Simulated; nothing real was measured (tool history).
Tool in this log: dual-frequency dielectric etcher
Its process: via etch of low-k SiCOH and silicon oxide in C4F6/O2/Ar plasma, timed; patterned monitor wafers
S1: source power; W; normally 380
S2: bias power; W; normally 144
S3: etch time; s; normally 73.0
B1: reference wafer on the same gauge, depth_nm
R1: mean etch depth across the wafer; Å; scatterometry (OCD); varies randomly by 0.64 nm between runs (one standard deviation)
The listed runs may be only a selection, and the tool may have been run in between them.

{"run": 1, "hour": 0.0, "S1": 380, "S2": 144, "S3": 73.0, "B1": 176.9, "R1": 1833}
{"run": 2, "hour": 7.4, "S1": 380, "S2": 144, "S3": 73.0, "B1": 177.0, "R1": 1836}
{"run": 3, "hour": 25.1, "S1": 380, "S2": 144, "S3": 73.0, "B1": 176.9, "R1": 1819}
{"run": 4, "hour": 42.0, "S1": 380, "S2": 144, "S3": 87.0, "B1": 176.9, "R1": 2154}
{"hour": 70.8, "done": "wet clean of the chamber"}
{"hour": 88.1, "done": "upper electrode replaced"}
{"run": 5, "hour": 88.6, "S1": 380, "S2": 144, "S3": 73.0, "B1": 177.0, "R1": 1935}
{"run": 6, "hour": 88.9, "S1": 380, "S2": 144, "S3": 73.0, "B1": 177.0, "R1": 1916}
{"run": 7, "hour": 89.3, "S1": 380, "S2": 144, "S3": 73.0, "B1": 176.9, "R1": 1937}
{"run": 8, "hour": 89.6, "S1": 380, "S2": 144, "S3": 87.0, "B1": 176.9, "R1": 2309}
{"run": 9, "hour": 89.9, "S1": 440, "S2": 117, "S3": 60.5, "B1": 177.0, "R1": 1579}
{"hour": 95.6, "done": "gauge calibrated"}
{"hour": 101.8, "done": "source power generator calibrated"}
{"hour": 120.6, "done": "bias power generator calibrated"}
{"run": 10, "hour": 127.2, "S1": 450, "S2": 144, "S3": 73.0, "B1": 177.0, "R1": 2013}
{"run": 11, "hour": 133.7, "S1": 380, "S2": 144, "S3": 73.0, "B1": 177.0, "R1": 1925}
{"run": 12, "hour": 146.2, "S1": 460, "S2": 109, "S3": 73.0, "B1": 177.0, "R1": 1867}
{"run": 13, "hour": 154.2, "S1": 380, "S2": 167, "S3": 63.0, "B1": 177.0, "R1": 1725}
{"run": 14, "hour": 170.6, "S1": 380, "S2": 144, "S3": 65.0, "B1": 177.0, "R1": 1710}
{"run": 15, "hour": 185.4, "S1": 410, "S2": 123, "S3": 57.0, "B1": 176.9, "R1": 1458}

4 ways to go on from here, each from the tool as it stands after run 15. What would each give?
{"run": "A", "hour": 185.8, "S1": 480, "S2": 144, "S3": 73.0, "B1": "?", "R1": "?"}
{"run": "B", "hour": 185.8, "S1": 380, "S2": 160, "S3": 62.0, "B1": "?", "R1": "?"}
{"run": "C", "hour": 185.8, "S1": 420, "S2": 120, "S3": 80.0, "B1": "?", "R1": "?"}
{"run": "D", "hour": 185.8, "S1": 300, "S2": 144, "S3": 73.0, "B1": "?", "R1": "?"}

run=A B1=177.0 R1=2019
run=B B1=177.0 R1=1667
run=C B1=177.0 R1=2046
run=D B1=177.0 R1=1813
Without the tool's hidden state the same runs would have given:
run=A R1=2039
run=B R1=1684
run=C R1=2066
run=D R1=1831
